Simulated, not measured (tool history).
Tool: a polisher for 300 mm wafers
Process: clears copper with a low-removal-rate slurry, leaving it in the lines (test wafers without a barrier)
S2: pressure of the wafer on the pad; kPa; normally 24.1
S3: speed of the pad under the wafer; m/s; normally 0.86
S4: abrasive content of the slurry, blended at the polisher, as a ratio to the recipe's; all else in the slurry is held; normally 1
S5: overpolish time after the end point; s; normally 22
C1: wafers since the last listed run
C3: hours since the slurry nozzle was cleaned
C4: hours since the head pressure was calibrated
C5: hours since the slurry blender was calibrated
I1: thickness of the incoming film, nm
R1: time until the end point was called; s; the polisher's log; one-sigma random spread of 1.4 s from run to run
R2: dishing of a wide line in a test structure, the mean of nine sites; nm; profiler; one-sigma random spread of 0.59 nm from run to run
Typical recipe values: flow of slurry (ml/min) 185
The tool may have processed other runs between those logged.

{"run": 1, "hour": 0.0, "flow of slurry (ml/min)": 205, "S2": 24.1, "S3": 0.86, "S4": 1, "S5": 32, "C1": 0, "wafers polished on this pad": 810, "C3": 394.8, "C4": 1185.8, "C5": 368.9, "I1": 252.2, "R1": 79.4, "R2": 67.4}
{"run": 2, "hour": 13.0, "flow of slurry (ml/min)": 185, "S2": 24.1, "S3": 0.86, "S4": 1, "S5": 22, "C1": 93, "wafers polished on this pad": 904, "C3": 407.8, "C4": 1198.8, "C5": 381.9, "I1": 258, "R1": 81.4, "R2": 48.2}
{"run": 3, "hour": 27.7, "flow of slurry (ml/min)": 185, "S2": 24.1, "S3": 0.86, "S4": 0.9, "S5": 22, "C1": 105, "wafers polished on this pad": 1010, "C3": 422.5, "C4": 1213.5, "C5": 396.6, "I1": 253.9, "R1": 80.9, "R2": 47.8}
{"run": 4, "hour": 65.2, "flow of slurry (ml/min)": 185, "S2": 24.1, "S3": 0.86, "S4": 1, "S5": 22, "C1": 270, "wafers polished on this pad": 1280, "C3": 460, "C4": 1251, "C5": 434.1, "I1": 253.5, "R1": 82.2, "R2": 49.2}
{"hour": 76.4, "done": "worn pad replaced by a new one"}
{"run": 5, "hour": 76.9, "flow of slurry (ml/min)": 185, "S2": 24.1, "S3": 0.86, "S4": 1, "S5": 22, "C1": 55, "wafers polished on this pad": 3, "C3": 471.7, "C4": 1262.7, "C5": 445.8, "I1": 256.3, "R1": 83.7, "R2": 48.8}
{"run": 6, "hour": 87.2, "flow of slurry (ml/min)": 185, "S2": 24.1, "S3": 0.86, "S4": 1, "S5": 22, "C1": 74, "wafers polished on this pad": 77, "C3": 482, "C4": 1273, "C5": 456.1, "I1": 253, "R1": 79.7, "R2": 49.4}
{"run": 7, "hour": 95.9, "flow of slurry (ml/min)": 185, "S2": 24.1, "S3": 0.86, "S4": 1, "S5": 22, "C1": 62, "wafers polished on this pad": 140, "C3": 490.7, "C4": 1281.7, "C5": 464.8, "I1": 257.1, "R1": 83.1, "R2": 50.4}
{"run": 8, "hour": 110.5, "flow of slurry (ml/min)": 185, "S2": 24.1, "S3": 0.86, "S4": 1, "S5": 22, "C1": 105, "wafers polished on this pad": 245, "C3": 505.3, "C4": 1296.3, "C5": 479.4, "I1": 257.8, "R1": 81.3, "R2": 49.3}
{"run": 9, "hour": 117.8, "flow of slurry (ml/min)": 185, "S2": 29, "S3": 0.86, "S4": 0.9, "S5": 22, "C1": 52, "wafers polished on this pad": 297, "C3": 512.6, "C4": 1303.6, "C5": 486.7, "I1": 252, "R1": 68.6, "R2": 56.7}
{"run": 10, "hour": 126.6, "flow of slurry (ml/min)": 185, "S2": 24.1, "S3": 0.86, "S4": 1, "S5": 22, "C1": 63, "wafers polished on this pad": 361, "C3": 521.4, "C4": 1312.4, "C5": 495.5, "I1": 257.1, "R1": 81, "R2": 49.7}
{"hour": 137.3, "done": "slurry nozzle cleaned"}
{"hour": 137.3, "done": "slurry blender recalibrated"}
{"run": 11, "hour": 137.8, "flow of slurry (ml/min)": 185, "S2": 16.5, "S3": 0.86, "S4": 0.85, "S5": 22, "C1": 73, "wafers polished on this pad": 434, "C3": 0.5, "C4": 1323.6, "C5": 0.5, "I1": 256.1, "R1": 126.7, "R2": 33.5}
{"hour": 142.4, "done": "head pressure recalibrated"}
{"run": 12, "hour": 146.3, "flow of slurry (ml/min)": 185, "S2": 17.2, "S3": 0.78, "S4": 1.15, "S5": 22, "C1": 46, "wafers polished on this pad": 481, "C3": 9, "C4": 3.9, "C5": 9, "I1": 254, "R1": 123.9, "R2": 33.8}
{"run": 13, "hour": 159.3, "flow of slurry (ml/min)": 185, "S2": 31, "S3": 1, "S4": 1, "S5": 22, "C1": 93, "wafers polished on this pad": 575, "C3": 22, "C4": 16.9, "C5": 22, "I1": 259.2, "R1": 54.2, "R2": 70.2}
{"run": 14, "hour": 176.5, "flow of slurry (ml/min)": 185, "S2": 24.1, "S3": 0.86, "S4": 1, "S5": 22, "C1": 123, "wafers polished on this pad": 699, "C3": 39.2, "C4": 34.1, "C5": 39.2, "I1": 255, "R1": 81.2, "R2": 48.6}
{"run": 15, "hour": 211.5, "flow of slurry (ml/min)": 185, "S2": 17.2, "S3": 0.86, "S4": 1, "S5": 22, "C1": 252, "wafers polished on this pad": 951, "C3": 74.2, "C4": 69.1, "C5": 74.2, "I1": 258.5, "R1": 118, "R2": 36.3}
{"run": 16, "hour": 223.8, "flow of slurry (ml/min)": 185, "S2": 16.5, "S3": 0.86, "S4": 1, "S5": 26, "C1": 88, "wafers polished on this pad": 1039, "C3": 86.5, "C4": 81.4, "C5": 86.5, "I1": 255.2, "R1": 117.4, "R2": 40.4}

Branching from run 16: 5 alternative next runs. What would each branch give?
{"run": "A", "hour": 224.3, "flow of slurry (ml/min)": 185, "S2": 24.1, "S3": 0.86, "S4": 1, "S5": 22, "C1": 3, "wafers polished on this pad": 1043, "C3": 87, "C4": 81.9, "C5": 87, "I1": 256.2, "R1": "?", "R2": "?"}
{"run": "B", "hour": 224.3, "flow of slurry (ml/min)": 140, "S2": 26.9, "S3": 0.86, "S4": 1, "S5": 22, "C1": 3, "wafers polished on this pad": 1043, "C3": 87, "C4": 81.9, "C5": 87, "I1": 256.2, "R1": "?", "R2": "?"}
{"run": "C", "hour": 224.3, "flow of slurry (ml/min)": 220, "S2": 27.6, "S3": 1.08, "S4": 1, "S5": 22, "C1": 3, "wafers polished on this pad": 1043, "C3": 87, "C4": 81.9, "C5": 87, "I1": 256.2, "R1": "?", "R2": "?"}
{"run": "D", "hour": 224.3, "flow of slurry (ml/min)": 185, "S2": 24.1, "S3": 1.04, "S4": 1, "S5": 22, "C1": 3, "wafers polished on this pad": 1043, "C3": 87, "C4": 81.9, "C5": 87, "I1": 256.2, "R1": "?", "R2": "?"}
{"run": "E", "hour": 224.3, "flow of slurry (ml/min)": 160, "S2": 28.3, "S3": 0.86, "S4": 1, "S5": 22, "C1": 3, "wafers polished on this pad": 1043, "C3": 87, "C4": 81.9, "C5": 87, "I1": 256.2, "R1": "?", "R2": "?"}

run=A R1=79.6 R2=49.1
run=B R1=73.2 R2=53.1
run=C R1=54.7 R2=67.7
run=D R1=65.8 R2=57.6
run=E R1=68.8 R2=56.1
Stripped of hidden state, with their random variation kept, the same runs would have yielded:
run=A R1=79.6 R2=49.1
run=B R1=73.2 R2=53.1
run=C R1=54.7 R2=67.7
run=D R1=65.8 R2=57.6
run=E R1=68.8 R2=56.1
